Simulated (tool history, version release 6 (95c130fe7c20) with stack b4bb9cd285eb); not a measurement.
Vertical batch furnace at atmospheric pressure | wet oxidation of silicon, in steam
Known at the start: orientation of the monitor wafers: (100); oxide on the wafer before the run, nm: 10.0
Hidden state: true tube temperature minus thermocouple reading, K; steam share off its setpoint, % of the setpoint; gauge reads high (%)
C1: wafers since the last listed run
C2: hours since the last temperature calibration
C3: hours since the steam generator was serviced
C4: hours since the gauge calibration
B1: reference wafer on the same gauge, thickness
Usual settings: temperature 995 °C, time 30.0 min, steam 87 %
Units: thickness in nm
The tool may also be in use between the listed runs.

{"run": 1, "day": 0.0, "temperature": 995, "time": 30.0, "steam": 87, "C1": 0, "C2": 2850.7, "C3": 1529.5, "C4": 207.1, "B1": 226.03, "thickness": 218.36}
{"run": 2, "day": 0.483, "temperature": 995, "time": 30.0, "steam": 87, "C1": 192, "C2": 2862.3, "C3": 1541.1, "C4": 218.7, "B1": 226.23, "thickness": 218.9}
{"run": 3, "day": 0.858, "temperature": 995, "time": 30.0, "steam": 87, "C1": 149, "C2": 2871.3, "C3": 1550.1, "C4": 227.7, "B1": 225.96, "thickness": 219.31}
{"run": 4, "day": 1.7, "temperature": 995, "time": 30.0, "steam": 87, "C1": 335, "C2": 2891.5, "C3": 1570.3, "C4": 247.9, "B1": 225.85, "thickness": 218.57}
{"run": 5, "day": 2.304, "temperature": 995, "time": 30.0, "steam": 87, "C1": 240, "C2": 2906.0, "C3": 1584.8, "C4": 262.4, "B1": 226.01, "thickness": 219.55}
{"run": 6, "day": 2.971, "temperature": 995, "time": 30.0, "steam": 87, "C1": 265, "C2": 2922.0, "C3": 1600.8, "C4": 278.4, "B1": 226.02, "thickness": 218.08}
{"run": 7, "day": 3.383, "temperature": 995, "time": 30.0, "steam": 87, "C1": 164, "C2": 2931.9, "C3": 1610.7, "C4": 288.3, "B1": 225.86, "thickness": 217.92}
{"run": 8, "day": 3.725, "temperature": 995, "time": 30.0, "steam": 87, "C1": 136, "C2": 2940.1, "C3": 1618.9, "C4": 296.5, "B1": 226.0, "thickness": 217.86}
{"run": 9, "day": 4.154, "temperature": 995, "time": 30.0, "steam": 87, "C1": 170, "C2": 2950.4, "C3": 1629.2, "C4": 306.8, "B1": 226.1, "thickness": 218.2}
{"run": 10, "day": 4.504, "temperature": 1007, "time": 30.0, "steam": 87, "C1": 139, "C2": 2958.8, "C3": 1637.6, "C4": 315.2, "B1": 226.09, "thickness": 240.93}
{"run": 11, "day": 5.183, "temperature": 1007, "time": 30.0, "steam": 87, "C1": 270, "C2": 2975.1, "C3": 1653.9, "C4": 331.5, "B1": 226.09, "thickness": 241.18}
{"run": 12, "day": 6.017, "temperature": 1007, "time": 30.0, "steam": 87, "C1": 331, "C2": 2995.1, "C3": 1673.9, "C4": 351.5, "B1": 225.94, "thickness": 241.88}
{"run": 13, "day": 6.912, "temperature": 995, "time": 30.0, "steam": 87, "C1": 356, "C2": 3016.6, "C3": 1695.4, "C4": 373.0, "B1": 226.01, "thickness": 217.0}
{"run": 14, "day": 7.65, "temperature": 995, "time": 30.0, "steam": 87, "C1": 293, "C2": 3034.3, "C3": 1713.1, "C4": 390.7, "B1": 225.94, "thickness": 215.39}
{"day": 11.196, "done": "steam generator serviced"}
{"run": 15, "day": 11.217, "temperature": 995, "time": 30.0, "steam": 87, "C1": 1022, "C2": 3119.9, "C3": 0.5, "C4": 476.3, "B1": 225.8, "thickness": 233.2}
{"run": 16, "day": 11.433, "temperature": 995, "time": 30.0, "steam": 87, "C1": 86, "C2": 3125.1, "C3": 5.7, "C4": 481.5, "B1": 226.29, "thickness": 234.11}
{"run": 17, "day": 11.8, "temperature": 995, "time": 30.0, "steam": 87, "C1": 146, "C2": 3133.9, "C3": 14.5, "C4": 490.3, "B1": 225.98, "thickness": 234.01}
{"run": 18, "day": 13.362, "temperature": 995, "time": 20.0, "steam": 87, "C1": 622, "C2": 3171.4, "C3": 52.0, "C4": 527.8, "B1": 226.15, "thickness": 173.19}
{"run": 19, "day": 13.692, "temperature": 1008, "time": 19.0, "steam": 76, "C1": 131, "C2": 3179.3, "C3": 59.9, "C4": 535.7, "B1": 226.04, "thickness": 169.35}
{"run": 20, "day": 14.225, "temperature": 995, "time": 43.0, "steam": 97, "C1": 212, "C2": 3192.1, "C3": 72.7, "C4": 548.5, "B1": 225.71, "thickness": 327.01}
{"day": 15.4, "done": "gauge calibrated"}
{"day": 17.421, "done": "thermocouples replaced and temperature profile calibrated"}
{"run": 21, "day": 17.442, "temperature": 995, "time": 30.0, "steam": 87, "C1": 882, "C2": 0.5, "C3": 149.9, "C4": 49.0, "B1": 226.05, "thickness": 233.2}
{"run": 22, "day": 17.654, "temperature": 995, "time": 35.0, "steam": 77, "C1": 84, "C2": 5.6, "C3": 155.0, "C4": 54.1, "B1": 225.86, "thickness": 237.58}
{"run": 23, "day": 17.867, "temperature": 995, "time": 30.0, "steam": 87, "C1": 84, "C2": 10.7, "C3": 160.1, "C4": 59.2, "B1": 226.15, "thickness": 232.44}
{"run": 24, "day": 18.342, "temperature": 995, "time": 30.0, "steam": 91, "C1": 189, "C2": 22.1, "C3": 171.5, "C4": 70.6, "B1": 225.99, "thickness": 241.21}
{"run": 25, "day": 19.225, "temperature": 995, "time": 30.0, "steam": 87, "C1": 351, "C2": 43.3, "C3": 192.7, "C4": 91.8, "B1": 225.93, "thickness": 232.05}
{"run": 26, "day": 20.025, "temperature": 995, "time": 30.0, "steam": 96, "C1": 318, "C2": 62.5, "C3": 211.9, "C4": 111.0, "B1": 226.15, "thickness": 250.02}
{"run": 27, "day": 20.888, "temperature": 1014, "time": 30.0, "steam": 80, "C1": 343, "C2": 83.2, "C3": 232.6, "C4": 131.7, "B1": 226.09, "thickness": 255.22}
{"run": 28, "day": 21.617, "temperature": 995, "time": 30.0, "steam": 87, "C1": 290, "C2": 100.7, "C3": 250.1, "C4": 149.2, "B1": 226.2, "thickness": 232.33}
{"run": 29, "day": 22.262, "temperature": 1019, "time": 22.5, "steam": 95, "C1": 257, "C2": 116.2, "C3": 265.6, "C4": 164.7, "B1": 225.93, "thickness": 244.27}
{"run": 30, "day": 22.608, "temperature": 995, "time": 30.0, "steam": 87, "C1": 137, "C2": 124.5, "C3": 273.9, "C4": 173.0, "B1": 226.11, "thickness": 231.7}
{"run": 31, "day": 23.167, "temperature": 995, "time": 30.0, "steam": 81, "C1": 222, "C2": 137.9, "C3": 287.3, "C4": 186.4, "B1": 226.02, "thickness": 219.72}

Forecast each of these 3 alternatives for the next run:
{"run": "A", "day": 23.383, "temperature": 995, "time": 19.0, "steam": 87, "C1": 86, "C2": 143.1, "C3": 292.5, "C4": 191.6, "B1": "?", "thickness": "?"}
{"run": "B", "day": 23.383, "temperature": 1006, "time": 42.0, "steam": 82, "C1": 86, "C2": 143.1, "C3": 292.5, "C4": 191.6, "B1": "?", "thickness": "?"}
{"run": "C", "day": 23.383, "temperature": 1016, "time": 30.0, "steam": 87, "C1": 86, "C2": 143.1, "C3": 292.5, "C4": 191.6, "B1": "?", "thickness": "?"}

run=A B1=225.90 thickness=164.59
run=B B1=225.90 thickness=310.32
run=C B1=225.90 thickness=276.12
Without the tool's hidden state the same runs would have given:
run=A thickness=166.38
run=B thickness=313.41
run=C thickness=278.87
